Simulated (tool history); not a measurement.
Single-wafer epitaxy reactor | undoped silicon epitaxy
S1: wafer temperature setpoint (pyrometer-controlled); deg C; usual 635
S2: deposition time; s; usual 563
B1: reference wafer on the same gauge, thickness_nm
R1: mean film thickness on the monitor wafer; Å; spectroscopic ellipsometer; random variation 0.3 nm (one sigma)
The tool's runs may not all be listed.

{"run": 1, "hour": 0.0, "S1": 635, "S2": 563, "B1": 75.776, "R1": 672.97}
{"run": 2, "hour": 101.4, "S1": 635, "S2": 563, "B1": 75.69, "R1": 672.41}
{"run": 3, "hour": 159.9, "S1": 635, "S2": 649, "B1": 75.667, "R1": 771.64}
{"run": 4, "hour": 200.5, "S1": 635, "S2": 649, "B1": 75.718, "R1": 771.76}
{"run": 5, "hour": 286.3, "S1": 635, "S2": 649, "B1": 75.672, "R1": 769.26}
{"run": 6, "hour": 328.8, "S1": 631, "S2": 563, "B1": 75.691, "R1": 606.81}
{"run": 7, "hour": 382.5, "S1": 635, "S2": 563, "B1": 75.714, "R1": 673.34}
{"hour": 435.1, "done": "pyrometer calibrated"}
{"run": 8, "hour": 485.7, "S1": 635, "S2": 563, "B1": 75.711, "R1": 679.03}
{"run": 9, "hour": 539.2, "S1": 635, "S2": 563, "B1": 75.672, "R1": 687.01}
{"hour": 546.3, "done": "gauge calibrated"}
{"run": 10, "hour": 594.4, "S1": 635, "S2": 563, "B1": 75.677, "R1": 690.56}
{"run": 11, "hour": 671.0, "S1": 635, "S2": 563, "B1": 75.612, "R1": 686.94}
{"run": 12, "hour": 760.3, "S1": 628, "S2": 461, "B1": 75.747, "R1": 476.99}
{"run": 13, "hour": 835.9, "S1": 641, "S2": 490, "B1": 75.708, "R1": 681.19}
{"run": 14, "hour": 885.1, "S1": 635, "S2": 563, "B1": 75.644, "R1": 684.59}
{"run": 15, "hour": 991.7, "S1": 644, "S2": 533, "B1": 75.661, "R1": 796.02}
{"run": 16, "hour": 1044.6, "S1": 649, "S2": 473, "B1": 75.684, "R1": 794.4}
{"run": 17, "hour": 1118.4, "S1": 622, "S2": 485, "B1": 75.688, "R1": 428.51}
{"run": 18, "hour": 1204.8, "S1": 625, "S2": 488, "B1": 75.697, "R1": 464.95}
{"run": 19, "hour": 1303.5, "S1": 635, "S2": 563, "B1": 75.673, "R1": 681.76}
{"run": 20, "hour": 1348.0, "S1": 643, "S2": 520, "B1": 75.666, "R1": 752.38}
{"run": 21, "hour": 1425.9, "S1": 642, "S2": 529, "B1": 75.663, "R1": 752.25}

Forecast each of these 5 alternatives for the next run:
{"run": "A", "hour": 1426.5, "S1": 635, "S2": 563, "B1": "?", "R1": "?"}
{"run": "B", "hour": 1426.5, "S1": 631, "S2": 453, "B1": "?", "R1": "?"}
{"run": "C", "hour": 1426.5, "S1": 630, "S2": 645, "B1": "?", "R1": "?"}
{"run": "D", "hour": 1426.5, "S1": 635, "S2": 652, "B1": "?", "R1": "?"}
{"run": "E", "hour": 1426.5, "S1": 635, "S2": 623, "B1": "?", "R1": "?"}

run=A B1=75.710 R1=677.31
run=B B1=75.710 R1=495.87
run=C B1=75.710 R1=689.48
run=D B1=75.710 R1=784.38
run=E B1=75.710 R1=749.49
Without the tool's hidden state the same runs would have given:
run=A R1=680.48
run=B R1=498.21
run=C R1=692.74
run=D R1=788.05
run=E R1=753.00

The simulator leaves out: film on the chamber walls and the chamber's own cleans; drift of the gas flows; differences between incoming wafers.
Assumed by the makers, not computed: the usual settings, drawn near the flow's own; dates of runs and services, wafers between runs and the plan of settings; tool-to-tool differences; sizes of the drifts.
